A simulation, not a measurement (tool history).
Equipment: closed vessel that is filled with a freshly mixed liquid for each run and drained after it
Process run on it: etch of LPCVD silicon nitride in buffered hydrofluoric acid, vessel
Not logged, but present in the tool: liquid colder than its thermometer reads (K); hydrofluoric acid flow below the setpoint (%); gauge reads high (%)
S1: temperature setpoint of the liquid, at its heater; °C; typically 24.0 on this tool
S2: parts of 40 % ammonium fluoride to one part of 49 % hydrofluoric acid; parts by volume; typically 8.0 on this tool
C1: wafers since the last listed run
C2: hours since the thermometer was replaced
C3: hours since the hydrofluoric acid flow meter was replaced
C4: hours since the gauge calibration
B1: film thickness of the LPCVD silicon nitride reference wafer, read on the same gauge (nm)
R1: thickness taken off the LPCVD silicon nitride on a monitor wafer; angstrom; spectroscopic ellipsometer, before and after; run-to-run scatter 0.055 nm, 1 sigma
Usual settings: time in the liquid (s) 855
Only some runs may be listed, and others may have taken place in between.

{"run": 1, "hour": 0.0, "S1": 24.0, "S2": 8.0, "time in the liquid (s)": 855, "C1": 0, "C2": 2190.7, "C3": 378.8, "C4": 274.8, "B1": 69.99, "R1": 138.6}
{"run": 2, "hour": 85.3, "S1": 24.0, "S2": 8.0, "time in the liquid (s)": 1190, "C1": 6559, "C2": 2276.0, "C3": 464.1, "C4": 360.1, "B1": 70.05, "R1": 191.0}
{"run": 3, "hour": 123.5, "S1": 24.0, "S2": 8.0, "time in the liquid (s)": 1190, "C1": 2937, "C2": 2314.2, "C3": 502.3, "C4": 398.3, "B1": 70.02, "R1": 191.9}
{"run": 4, "hour": 177.2, "S1": 24.0, "S2": 8.0, "time in the liquid (s)": 1190, "C1": 4129, "C2": 2367.9, "C3": 556.0, "C4": 452.0, "B1": 69.96, "R1": 193.0}
{"run": 5, "hour": 262.8, "S1": 26.5, "S2": 8.0, "time in the liquid (s)": 855, "C1": 6582, "C2": 2453.5, "C3": 641.6, "C4": 537.6, "B1": 69.99, "R1": 157.9}
{"run": 6, "hour": 339.8, "S1": 26.5, "S2": 8.0, "time in the liquid (s)": 855, "C1": 5921, "C2": 2530.5, "C3": 718.6, "C4": 614.6, "B1": 70.0, "R1": 158.3}
{"run": 7, "hour": 398.9, "S1": 26.5, "S2": 8.0, "time in the liquid (s)": 855, "C1": 4544, "C2": 2589.6, "C3": 777.7, "C4": 673.7, "B1": 70.01, "R1": 156.7}
{"run": 8, "hour": 471.6, "S1": 24.0, "S2": 8.0, "time in the liquid (s)": 855, "C1": 5590, "C2": 2662.3, "C3": 850.4, "C4": 746.4, "B1": 70.01, "R1": 138.5}
{"hour": 523.8, "done": "thermometer replaced"}
{"hour": 531.0, "done": "gauge calibrated"}
{"run": 9, "hour": 531.5, "S1": 24.0, "S2": 6.0, "time in the liquid (s)": 1240, "C1": 4529, "C2": 7.7, "C3": 910.3, "C4": 0.5, "B1": 70.03, "R1": 264.1}

Run 10 comes next. What will it give?
{"run": 10, "hour": 572.7, "S1": 24.0, "S2": 6.5, "time in the liquid (s)": 855, "C1": 3168, "C2": 48.9, "C3": 951.5, "C4": 41.7, "B1": "?", "R1": "?"}

{"run 10": {"B1": 70.02, "R1": 170.9}}
Minus the tool's unlogged condition, the same run would have read R1 170.9 angstrom.
